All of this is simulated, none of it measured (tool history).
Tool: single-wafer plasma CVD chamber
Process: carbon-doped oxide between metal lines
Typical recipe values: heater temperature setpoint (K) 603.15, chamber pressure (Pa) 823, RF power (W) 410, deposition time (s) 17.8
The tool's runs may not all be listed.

run     day  heater temperature setpoint (K)  chamber pressure (Pa)  RF power (W)  deposition time (s)  wafers since the last listed run  hours since the last thermocouple change  hours since the last RF generator calibration  hours since the last manometer calibration  hours since the showerhead was replaced  hours since the gauge calibration  read-back reference wafer on the same gauge, thickness_nm  mean film thickness on the monitor wafer (Å)
  1       0                           603.15                    823           410                 17.8                                 0                                     523.4                                         2238.5                                       704.8                                   3804.5                              744.9                                                     80.143                                        846.22
  2   2.925                           603.15                    823           410                 17.8                              1841                                     593.6                                         2308.7                                         775                                   3874.7                              815.1                                                     80.149                                         844.7
      4.304  -- gauge calibrated
  3   5.679                           603.15                    823           410                 17.8                              1733                                     659.7                                         2374.8                                       841.1                                   3940.8                                 33                                                     80.169                                        839.59
  4   7.096                           603.15                    912           410                 17.8                               891                                     693.7                                         2408.8                                       875.1                                   3974.8                                 67                                                     80.193                                        851.26
  5   8.333                           603.15                    912           410                 17.8                               778                                     723.4                                         2438.5                                       904.8                                   4004.5                               96.7                                                      80.24                                        854.97
  6   9.792                           603.15                    912           410                 17.8                               918                                     758.4                                         2473.5                                       939.8                                   4039.5                              131.7                                                     80.208                                        852.02
  7  10.946                           600.15                    823           410                 17.8                               726                                     786.1                                         2501.2                                       967.5                                   4067.2                              159.4                                                     80.264                                        854.23
  8  13.138                           600.15                    823           410                 17.8                              1379                                     838.7                                         2553.8                                      1020.1                                   4119.8                                212                                                     80.155                                        853.17
  9  15.921                           600.15                    823           410                 17.8                              1752                                     905.5                                         2620.6                                      1086.9                                   4186.6                              278.8                                                     80.224                                        850.19
     16.567  -- capacitance manometer re-zeroed and calibrated
     17.396  -- RF generator calibrated
 10    18.9                           603.15                    823           410                 17.8                              1455                                       977                                           36.1                                          56                                   4258.1                              350.3                                                     80.137                                        842.19
       19.5  -- showerhead replaced
 11  21.162                           603.15                    823           410                 17.8                              1214                                    1031.3                                           90.4                                       110.3                                     39.9                              404.6                                                      80.18                                        839.66
 12  23.083                           603.15                    823           410                 17.8                              1209                                    1077.4                                          136.5                                       156.4                                       86                              450.7                                                     80.321                                        837.62
 13  25.946                           603.15                    823           410                 17.8                              1801                                    1146.1                                          205.2                                       225.1                                    154.7                              519.4                                                     80.211                                        835.16
 14  27.825                           603.15                    823           410                 14.7                              1182                                    1191.2                                          250.3                                       270.2                                    199.8                              564.5                                                     80.186                                         693.8
 15  32.238                           603.15                    823           410                 17.8                              2777                                    1297.1                                          356.2                                       376.1                                    305.7                              670.4                                                     80.144                                        834.15
 16  35.021                           603.15                    823           335                 19.2                              1752                                    1363.9                                            423                                       442.9                                    372.5                              737.2                                                     80.204                                        759.14
 17  37.954                           603.15                    823           365                 16.9                              1846                                    1434.3                                          493.4                                       513.3                                    442.9                              807.6                                                     80.234                                        718.76
 18  39.242                           617.15                    687           340                 17.8                               810                                    1465.2                                          524.3                                       544.2                                    473.8                              838.5                                                      80.12                                        661.33
 19  41.675                           611.15                    823           445                 17.8                              1531                                    1523.6                                          582.7                                       602.6                                    532.2                              896.9                                                     80.173                                        862.49
      42.65  -- thermocouple changed; heater temperature recalibrated
 20  43.121                           594.15                   1024           385                 17.8                               700                                      11.3                                          617.4                                       637.3                                    566.9                              931.6                                                     80.158                                        855.17
 21  44.608                           597.15                    759           410                 19.2                               936                                        47                                          653.1                                         673                                    602.6                              967.3                                                     80.159                                        931.44
      45.35  -- gauge calibrated
 22  46.308                           603.15                    823           410                 16.4                              1070                                      87.8                                          693.9                                       713.8                                    643.4                                 23                                                     80.237                                        790.24
 23  48.021                           603.15                    823           410                 17.8                              1078                                     128.9                                            735                                       754.9                                    684.5                               64.1                                                     80.244                                        849.88
 24  49.746                           603.15                    652           410                   20                              1085                                     170.3                                          776.4                                       796.3                                    725.9                              105.5                                                     80.279                                        918.74
 25  52.367                           594.15                   1024           385                 17.8                              1649                                     233.2                                          839.3                                       859.2                                    788.8                              168.4                                                     80.215                                        854.12
 26  54.392                           595.15                    823           410                 14.4                              1274                                     281.8                                          887.9                                       907.8                                    837.4                                217                                                     80.133                                        711.36
 27  56.708                           591.15                    673           475                 19.5                              1458                                     337.4                                          943.5                                       963.4                                      893                              272.6                                                     80.153                                       1057.49
 28  58.212                           614.15                    735           410                 17.8                               946                                     373.5                                          979.6                                       999.5                                    929.1                              308.7                                                     80.237                                         807.7

Branching from run 28: 4 alternative next runs. What would each branch give?
  A  58.229                           603.15                    701           410                 17.8                                10                                     373.9                                            980                                       999.9                                    929.5                              309.1                                                          ?                                             ?
  B  58.229                           603.15                    823           360                 17.8                                10                                     373.9                                            980                                       999.9                                    929.5                              309.1                                                          ?                                             ?
  C  58.229                           603.15                    765           460                 17.8                                10                                     373.9                                            980                                       999.9                                    929.5                              309.1                                                          ?                                             ?
  D  58.229                           609.15                    707           475                 21.2                                10                                     373.9                                            980                                       999.9                                    929.5                              309.1                                                          ?                                             ?

run  read-back reference wafer on the same gauge, thickness_nm  mean film thickness on the monitor wafer (Å)
  A                                                     80.185                                        827.13
  B                                                     80.185                                        762.28
  C                                                     80.185                                        917.21
  D                                                     80.185                                       1074.86
Stripped of hidden state, with their random variation kept, the same runs would have yielded:
run  mean film thickness on the monitor wafer (Å)
  A                                        825.73
  B                                        760.99
  C                                        915.65
  D                                        1073.2
